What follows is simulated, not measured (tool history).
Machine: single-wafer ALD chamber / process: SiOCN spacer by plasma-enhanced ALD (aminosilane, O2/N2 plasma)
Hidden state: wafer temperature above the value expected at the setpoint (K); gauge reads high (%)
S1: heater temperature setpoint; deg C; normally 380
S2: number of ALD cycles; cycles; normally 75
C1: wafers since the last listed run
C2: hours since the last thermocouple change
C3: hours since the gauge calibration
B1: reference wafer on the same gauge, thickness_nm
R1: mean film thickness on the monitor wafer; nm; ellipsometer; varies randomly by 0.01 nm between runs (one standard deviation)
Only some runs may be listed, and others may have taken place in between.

run,hour,S1,S2,C1,C2,C3,B1,R1
1,0.0,392,75,0,1827.1,225.7,4.722,4.067
2,6.2,392,75,20,1833.3,231.9,4.725,4.049
3,14.2,380,75,25,1841.3,239.9,4.721,4.062
4,22.4,380,75,26,1849.5,248.1,4.724,4.058
5,43.0,380,75,66,1870.1,268.7,4.715,4.061
6,60.3,380,75,55,1887.4,286.0,4.713,4.052
7,74.9,384,63,47,1902.0,300.6,4.710,3.405
8,91.0,384,63,52,1918.1,316.7,4.706,3.395
9,101.2,380,75,32,1928.3,326.9,4.705,4.052
10,110.2,380,75,29,1937.3,335.9,4.699,4.058
11,122.2,369,75,38,1949.3,347.9,4.699,4.027
# hour 171.0: gauge calibrated
12,172.2,369,75,161,1999.3,1.2,4.801,4.117
13,187.6,372,75,49,2014.7,16.6,4.799,4.122
14,198.8,372,75,36,2025.9,27.8,4.796,4.121
15,210.3,372,75,37,2037.4,39.3,4.794,4.126
# hour 221.8: thermocouple changed; heater temperature recalibrated
16,226.4,380,75,26,4.6,55.4,4.790,4.124
17,237.3,380,75,35,15.5,66.3,4.794,4.116
18,250.0,380,75,41,28.2,79.0,4.788,4.101
19,264.9,367,75,48,43.1,93.9,4.783,4.128
20,280.5,375,75,50,58.7,109.5,4.784,4.109
21,297.1,380,89,53,75.3,126.1,4.782,4.865
22,304.7,395,86,24,82.9,133.7,4.777,4.710
23,312.9,370,88,26,91.1,141.9,4.777,4.812
24,328.2,395,84,49,106.4,157.2,4.771,4.593
25,368.8,392,67,131,147.0,197.8,4.760,3.651
26,375.3,394,82,21,153.5,204.3,4.761,4.485
27,392.9,394,80,56,171.1,221.9,4.757,4.382
28,410.7,380,75,57,188.9,239.7,4.756,4.084
29,417.5,380,75,21,195.7,246.5,4.757,4.098
30,424.4,393,66,22,202.6,253.4,4.755,3.595
31,436.7,370,75,39,214.9,265.7,4.753,4.085
32,444.5,380,75,25,222.7,273.5,4.751,4.067
33,454.8,380,75,33,233.0,283.8,4.749,4.085
34,469.8,371,64,48,248.0,298.8,4.750,3.501

State the hidden condition of the tool at each of the runs:
wafer temperature above the value expected at the setpoint (K): 0 in every run
H1: gauge reads high (%)
run,H1
1,-1.18
2,-1.21
3,-1.24
4,-1.27
5,-1.35
6,-1.42
7,-1.48
8,-1.55
9,-1.59
10,-1.62
11,-1.67
12,0.482
13,0.42
14,0.376
15,0.33
16,0.265
17,0.222
18,0.171
19,0.111
20,0.0489
21,-0.0175
22,-0.0479
23,-0.0807
24,-0.142
25,-0.304
26,-0.33
27,-0.401
28,-0.472
29,-0.499
30,-0.527
31,-0.576
32,-0.607
33,-0.648
34,-0.708

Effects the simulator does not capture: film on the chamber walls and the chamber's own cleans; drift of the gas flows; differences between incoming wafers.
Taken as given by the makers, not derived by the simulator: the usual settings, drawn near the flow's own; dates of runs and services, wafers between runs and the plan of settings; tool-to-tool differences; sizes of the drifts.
